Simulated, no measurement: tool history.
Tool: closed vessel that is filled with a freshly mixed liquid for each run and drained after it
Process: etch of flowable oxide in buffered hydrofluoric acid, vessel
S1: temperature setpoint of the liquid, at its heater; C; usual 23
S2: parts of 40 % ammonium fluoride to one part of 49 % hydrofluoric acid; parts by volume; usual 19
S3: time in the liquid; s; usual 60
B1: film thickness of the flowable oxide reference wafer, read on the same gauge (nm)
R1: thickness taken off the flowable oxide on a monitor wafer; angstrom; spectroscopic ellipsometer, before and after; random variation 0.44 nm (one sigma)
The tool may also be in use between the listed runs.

| run | hour | S1 | S2 | S3 | B1 | R1 |
|---|---|---|---|---|---|---|
| 1 | 0 | 23 | 19 | 60 | 79.99 | 1001 |
| 2 | 32.2 | 23 | 19 | 60 | 80 | 999.3 |
| 3 | 61.8 | 23 | 19 | 85 | 80 | 1425.4 |
| 4 | 97.4 | 23 | 19 | 85 | 80 | 1418.8 |
| 5 | 138.1 | 23 | 19 | 85 | 79.98 | 1413.6 |
| 6 | 176.4 | 23 | 19 | 60 | 79.97 | 998.3 |
| 7 | 240.9 | 23 | 19 | 60 | 79.99 | 1002.8 |
| 8 | 273.4 | 23 | 15.5 | 60 | 79.99 | 1226.3 |
| 9 | 331.2 | 23 | 15.5 | 60 | 79.98 | 1239.7 |
| 10 | 374.3 | 23 | 15.5 | 60 | 80.01 | 1228.2 |
| 11 | 428.2 | 23 | 19 | 45 | 79.98 | 758.1 |
|  | 579.8 | thermometer replaced |
| 12 | 594.8 | 23 | 19 | 45 | 80.02 | 760.1 |
| 13 | 632.8 | 23 | 19 | 45 | 79.99 | 758.1 |
|  | 678.9 | hydrofluoric acid flow meter replaced |
|  | 698.1 | gauge calibrated |
| 14 | 700.9 | 23 | 19 | 60 | 80 | 959.9 |
| 15 | 766.3 | 23 | 19 | 60 | 80.02 | 956.1 |
| 16 | 809.8 | 23 | 22 | 60 | 79.97 | 855.8 |
| 17 | 857 | 23 | 19 | 60 | 80 | 968.8 |
| 18 | 900.6 | 23 | 19 | 60 | 79.97 | 966.6 |
| 19 | 951 | 26 | 13 | 95 | 80.01 | 2631.1 |
| 20 | 1021.8 | 19.5 | 22 | 60 | 80.03 | 706.4 |
| 21 | 1073.8 | 23 | 19 | 60 | 80.01 | 975.4 |
| 22 | 1102.1 | 23 | 19 | 60 | 79.97 | 976.4 |
| 23 | 1145.4 | 24.5 | 19 | 60 | 80.02 | 1051 |
| 24 | 1171.6 | 23 | 19 | 60 | 80.01 | 974.3 |
| 25 | 1197.8 | 20 | 25.5 | 50 | 80.02 | 549.8 |
| 26 | 1269.6 | 23 | 24 | 50 | 79.97 | 678.3 |
| 27 | 1338.5 | 23 | 15 | 60 | 79.96 | 1226.4 |
| 28 | 1394 | 26 | 24.5 | 60 | 79.98 | 938.1 |
| 29 | 1440.8 | 21 | 16.5 | 35 | 80.02 | 583.8 |
| 30 | 1478.4 | 26.5 | 19 | 95 | 80.01 | 1865.6 |
| 31 | 1509.7 | 28 | 22.5 | 90 | 80.02 | 1681.4 |
| 32 | 1535 | 21 | 19 | 90 | 80.03 | 1309.7 |

What the log doesn't show, run by run:
liquid colder than its thermometer reads (K): 0 in every run
gauge reads high (%): 0 in every run
H1: hydrofluoric acid flow above the setpoint (%)
| run | H1 |
|---|---|
| 1 | 4.05 |
| 2 | 4.11 |
| 3 | 4.17 |
| 4 | 4.24 |
| 5 | 4.31 |
| 6 | 4.38 |
| 7 | 4.5 |
| 8 | 4.56 |
| 9 | 4.67 |
| 10 | 4.75 |
| 11 | 4.85 |
| 12 | 5.17 |
| 13 | 5.24 |
| 14 | 0.0691 |
| 15 | 0.191 |
| 16 | 0.273 |
| 17 | 0.361 |
| 18 | 0.442 |
| 19 | 0.536 |
| 20 | 0.669 |
| 21 | 0.766 |
| 22 | 0.819 |
| 23 | 0.9 |
| 24 | 0.949 |
| 25 | 0.998 |
| 26 | 1.13 |
| 27 | 1.26 |
| 28 | 1.36 |
| 29 | 1.45 |
| 30 | 1.52 |
| 31 | 1.58 |
| 32 | 1.63 |

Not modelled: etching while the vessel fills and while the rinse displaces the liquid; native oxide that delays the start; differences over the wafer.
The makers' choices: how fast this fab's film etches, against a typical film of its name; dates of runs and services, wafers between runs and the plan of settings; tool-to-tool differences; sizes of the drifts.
